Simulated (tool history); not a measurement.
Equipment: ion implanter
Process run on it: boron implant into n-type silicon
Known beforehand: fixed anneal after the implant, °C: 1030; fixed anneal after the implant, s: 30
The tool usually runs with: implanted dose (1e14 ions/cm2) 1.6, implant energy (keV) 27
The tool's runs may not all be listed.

run,day,implanted dose (1e14 ions/cm2),implant energy (keV),wafers since the last listed run,hours since the last dose calibration,hours since the extraction supply was calibrated,hours since the gauge calibration,"read-back reference wafer on the same gauge, sheet resistance",sheet resistance of the implanted and annealed layer (ohm/square)
1,0,1.6,23.5,0,669.7,4390.4,427.5,554.83,480
2,2.617,1.6,23.5,1663,732.5,4453.2,490.3,554.74,481.35
3,4.783,1.6,27,1377,784.5,4505.2,542.3,554.68,471.47
4,7.425,1.6,27,1679,847.9,4568.6,605.7,555.22,469.91
5,10.404,1.6,27,1893,919.4,4640.1,677.2,554.98,466.33
6,11.942,1.6,27,977,956.3,4677,714.1,554.98,463.29
7,13.742,1.6,20,1144,999.5,4720.2,757.3,555.57,481.53
8,16.125,1.6,20,1514,1056.7,4777.4,814.5,554.95,484.38
9,18.946,1.85,32,1793,1124.4,4845.1,882.2,555.15,402.62
# day 19.467: Faraday cup replaced and dose calibrated
10,21.292,1.85,32,1279,43.8,4901.4,938.5,555.01,424.65
11,22.825,1.6,27,974,80.6,4938.2,975.3,555.56,488.42
12,24.225,1.6,27,889,114.2,4971.8,1008.9,554.88,481.78
13,26.788,1.6,27,1628,175.7,5033.3,1070.4,555.08,488.49
14,29.408,1.6,27,1665,238.6,5096.2,1133.3,555.02,485.01
15,31.521,1.6,27,1342,289.3,5146.9,1184,554.75,490.78
16,32.583,1.6,27,675,314.8,5172.4,1209.5,555.19,485.7
# day 34.083: extraction supply calibrated
17,34.104,1.6,27,754,351.3,0.5,1246,554.91,485.04
18,35.725,1.6,27,1030,390.2,39.4,1284.9,554.89,484.77
19,37.438,1.6,23.5,1088,431.3,80.5,1326,554.17,488.56
20,38.767,1.6,27,844,463.2,112.4,1357.9,555.05,484.93
21,41.175,1.6,32,1530,521,170.2,1415.7,554.9,471.34
22,43.692,2.02,33,1599,581.4,230.6,1476.1,555.07,389.56
23,46.15,1.12,24,1562,640.4,289.6,1535.1,555.07,639.71
24,50.988,1.6,24,3074,756.5,405.7,1651.2,555.05,485.37
25,53.279,1.6,18.5,1456,811.5,460.7,1706.2,554.87,498.87
# day 55.033: Faraday cup replaced and dose calibrated
26,55.688,1.6,27,1318,15.7,518.5,1764,555.14,488.98
27,58.45,1.6,27,1755,82,584.8,1830.3,554.5,483.56
# day 58.567: gauge calibrated
28,60.546,1.13,30.5,1332,132.3,635.1,47.5,554.7,616.05
29,63.771,1.6,23.5,2049,209.7,712.5,124.9,554.84,491.83
30,65.638,2.05,36,1186,254.5,757.3,169.7,554.97,384.91
31,67.8,1.47,27,1374,306.4,809.2,221.6,555.66,511.72
32,70.054,1.81,19,1432,360.5,863.3,275.7,555.12,459.13
33,72.062,1.25,34,1276,408.7,911.5,323.9,554.97,558.95
34,74.767,1.6,27,1718,473.6,976.4,388.8,554.94,483.16
35,77.096,2.01,27,1480,529.5,1032.3,444.7,555.41,400.6

Subtracting, for every run, the result it would have given without the tool's unlogged condition from the measured result gives the following. The same run-to-run variation enters both numbers; the gauge's scatter may not:
Unlogged tool condition in this case: deviation of the true dose from the Faraday cup's reading, %; deviation of the true energy from its setpoint, %; gauge reads high (%).
run,sheet resistance of the implanted and annealed layer (ohm/square)
1,-12.02
2,-13.76
3,-14.73
4,-16.61
5,-18.81
6,-19.96
7,-23.1
8,-25.57
9,-22.79
10,+2.41
11,+2.7
12,+2.54
13,+2.22
14,+1.7
15,+1.2
16,+0.9
17,+0.42
18,-0.13
19,-0.8
20,-1.33
21,-2.31
22,-2.98
23,-6.49
24,-8.34
25,-10.57
26,-0.82
27,-0.94
28,-1.37
29,-1.71
30,-1.63
31,-2.74
32,-3.28
33,-4.38
34,-5.11
35,-5.24
